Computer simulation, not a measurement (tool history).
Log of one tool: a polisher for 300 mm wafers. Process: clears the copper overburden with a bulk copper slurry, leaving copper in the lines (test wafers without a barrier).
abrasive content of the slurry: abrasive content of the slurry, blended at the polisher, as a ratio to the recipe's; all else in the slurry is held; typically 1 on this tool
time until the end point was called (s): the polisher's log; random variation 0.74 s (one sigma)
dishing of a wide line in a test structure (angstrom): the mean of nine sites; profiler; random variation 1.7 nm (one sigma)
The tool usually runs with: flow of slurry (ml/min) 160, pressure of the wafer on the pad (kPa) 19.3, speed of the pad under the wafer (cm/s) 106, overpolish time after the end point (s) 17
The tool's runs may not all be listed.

run,hour,flow of slurry (ml/min),pressure of the wafer on the pad (kPa),speed of the pad under the wafer (cm/s),abrasive content of the slurry,overpolish time after the end point (s),wafers since the last listed run,wafers polished on this pad,hours since the slurry nozzle was cleaned,hours since the head pressure was calibrated,hours since the slurry blender was calibrated,"incoming thickness of the incoming film, nm",time until the end point was called (s),dishing of a wide line in a test structure (angstrom)
1,0,160,19.3,106,1,17,0,121,193.2,123.7,112.6,852.7,87.7,871
2,33.7,160,19.3,106,1,17,253,375,226.9,157.4,146.3,856.9,88.7,864
3,68.1,160,21.4,106,1.2,17,258,633,261.3,191.8,180.7,864.5,79.6,977
4,132.5,160,21.4,106,1.2,17,484,1118,325.7,256.2,245.1,865.9,78,966
5,165.1,160,21.4,106,1.2,17,245,1363,358.3,288.8,277.7,851,77.5,962
# hour 172.2: slurry blender recalibrated
6,215.6,160,19.3,106,1,17,364,1727,408.8,339.3,43.4,860.9,90.4,849
# hour 235.3: worn pad replaced by a new one
7,317.2,160,19.3,106,1,17,733,616,510.4,440.9,145,869.3,89.8,895
8,380.8,160,19.3,106,1,17,478,1094,574,504.5,208.6,852.9,89.3,861
9,416.4,160,19.3,106,1,17,267,1361,609.6,540.1,244.2,841.8,88.6,869
# hour 449: slurry blender recalibrated
10,465.6,160,19.3,106,1,17,354,1716,658.8,589.3,16.6,865.5,89.2,870
# hour 487.7: worn pad replaced by a new one
11,513.8,160,19.3,106,1,17,332,195,707,637.5,64.8,847.3,89.7,883
12,558.7,160,19.3,106,1,17,337,533,751.9,682.4,109.7,856.8,90.2,860
# hour 586.5: slurry nozzle cleaned
13,616.6,160,19.3,106,1,17,427,961,30.1,740.3,167.6,862.2,86.6,873
14,685.5,160,17.2,136,1,22,517,1479,99,809.2,236.5,849.4,74.9,1063
# hour 702.4: slurry blender recalibrated
15,740.2,160,19.3,106,1,17,396,1875,153.7,863.9,37.8,859.3,87.4,859
# hour 755.1: worn pad replaced by a new one
16,793,160,19.3,106,0.8,17,366,284,206.5,916.7,90.6,857.6,93,858
17,823.8,160,19.3,106,0.75,17,231,516,237.3,947.5,121.4,849.6,91.1,836
18,985,160,19.3,106,1,17,1211,1728,398.5,1108.7,282.6,848,87.5,874
# hour 1014: slurry blender recalibrated
19,1049.5,160,19.3,106,1,17,469,2198,463,1173.2,35.5,855.8,88.2,849
# hour 1083.5: worn pad replaced by a new one
20,1091.9,160,19.3,106,1,17,288,63,505.4,1215.6,77.9,869.1,90.9,874
21,1144.7,160,19.3,106,1.2,17,396,460,558.2,1268.4,130.7,846.9,84.5,891
# hour 1156.3: head pressure recalibrated
22,1213.2,160,19.3,132,1,20,499,960,626.7,56.9,199.2,858.8,72.4,1067
23,1282.9,160,19.3,106,1,17,524,1484,696.4,126.6,268.9,859.6,89.6,858
# hour 1317.6: slurry blender recalibrated
24,1347.4,205,25.5,106,1,9,469,1954,760.9,191.1,29.8,866.6,65.8,721
# hour 1398.2: worn pad replaced by a new one
25,1405.3,160,19.3,106,1,14,405,53,818.8,249,87.7,860.5,90.7,759
# hour 1410.7: slurry nozzle cleaned
26,1473.3,125,19.3,90,1.15,13,503,557,62.6,317,155.7,855.3,106.3,640

What if the next run were any one of these 5? Each begins from the tool's condition after run 26:
A,1473.8,160,22.1,106,1,17,3,561,63.1,317.5,156.2,846.6,?,?
B,1473.8,135,25.5,106,0.85,17,3,561,63.1,317.5,156.2,846.6,?,?
C,1473.8,185,19.3,106,1,17,3,561,63.1,317.5,156.2,846.6,?,?
D,1473.8,160,17.2,72,1,26,3,561,63.1,317.5,156.2,846.6,?,?
E,1473.8,160,16.5,78,1,17,3,561,63.1,317.5,156.2,846.6,?,?

run,time until the end point was called (s),dishing of a wide line in a test structure (angstrom)
A,75.6,1007
B,70.2,1078
C,83.9,924
D,141.2,854
E,135.5,651
Stripped of hidden state, with their random variation kept, the same runs would have yielded:
run,time until the end point was called (s),dishing of a wide line in a test structure (angstrom)
A,74.9,1013
B,69.4,1086
C,83.2,929
D,139.8,859
E,134.2,655
